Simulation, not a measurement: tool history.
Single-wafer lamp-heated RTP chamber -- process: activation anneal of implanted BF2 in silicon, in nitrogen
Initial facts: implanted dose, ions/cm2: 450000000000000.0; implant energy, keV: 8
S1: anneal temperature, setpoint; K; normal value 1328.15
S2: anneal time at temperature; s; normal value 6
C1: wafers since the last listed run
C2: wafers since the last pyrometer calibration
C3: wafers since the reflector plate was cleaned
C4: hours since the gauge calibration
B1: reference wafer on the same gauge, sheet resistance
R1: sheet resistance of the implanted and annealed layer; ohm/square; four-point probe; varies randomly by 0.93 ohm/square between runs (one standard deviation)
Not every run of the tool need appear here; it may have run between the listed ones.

run,day,S1,S2,C1,C2,C3,C4,B1,R1
1,0.000,1328.15,6,0,8787,6799,346.2,301.92,314.57
# day 0.342: pyrometer window cleaned and pyrometer calibrated
2,2.567,1328.15,6,677,674,7477,407.8,302.19,314.43
3,5.117,1328.15,6,773,1448,8251,469.0,302.06,313.55
4,7.196,1328.15,6,631,2079,8882,518.9,301.99,313.57
5,9.258,1328.15,6,625,2705,9508,568.4,302.07,313.71
6,12.217,1328.15,6,897,3603,10406,639.4,302.08,313.01
7,14.967,1328.15,6,834,4438,11240,705.4,301.96,312.29
8,19.225,1328.15,8,1292,5730,12533,807.6,301.92,303.92
9,21.788,1328.15,8,777,6508,13311,869.1,301.96,301.36
# day 22.654: reflector plate cleaned
# day 25.171: gauge calibrated
10,30.154,1328.15,8,2438,8946,2276,119.6,302.18,308.78
11,31.821,1328.15,5,505,9452,2782,159.6,302.03,321.33
# day 32.912: pyrometer window cleaned and pyrometer calibrated
12,33.842,1349.15,7,512,281,3294,208.1,302.01,291.25
13,35.783,1328.15,6,589,871,3884,254.7,302.20,315.18
14,38.479,1328.15,6,818,1689,4702,319.4,301.88,317.54
15,40.475,1353.15,9,605,2294,5307,367.3,302.08,276.98
16,42.679,1328.15,6,668,2963,5976,420.2,302.11,315.65
17,45.558,1354.15,6,873,3837,6850,489.3,302.00,289.61
18,48.550,1319.15,7,908,4745,7758,561.1,302.09,319.99
19,50.517,1328.15,3,596,5342,8355,608.3,302.06,332.10
20,53.192,1338.15,6,811,6154,9167,672.5,302.12,303.62
21,55.304,1328.15,6,641,6795,9808,723.2,301.94,312.57
22,57.696,1349.15,6,725,7521,10534,780.6,301.96,290.78

Table of differences, measured result less the result of that run with no hidden state. Run-to-run variation is the same in both. Gauge scatter possibly is not:
Hidden conditions of the tool in this case: true wafer temperature minus pyrometer reading, K; wafer temperature error from the tarnished reflector plate, K; gauge reads high (%).
run,R1
1,-4.50
2,-4.93
3,-5.36
4,-5.71
5,-6.07
6,-6.56
7,-7.02
8,-8.48
9,-8.90
10,-1.60
11,-1.66
12,-2.09
13,-2.42
14,-2.89
15,-2.93
16,-3.59
17,-3.69
18,-4.42
19,-4.13
20,-5.34
21,-5.70
22,-5.71

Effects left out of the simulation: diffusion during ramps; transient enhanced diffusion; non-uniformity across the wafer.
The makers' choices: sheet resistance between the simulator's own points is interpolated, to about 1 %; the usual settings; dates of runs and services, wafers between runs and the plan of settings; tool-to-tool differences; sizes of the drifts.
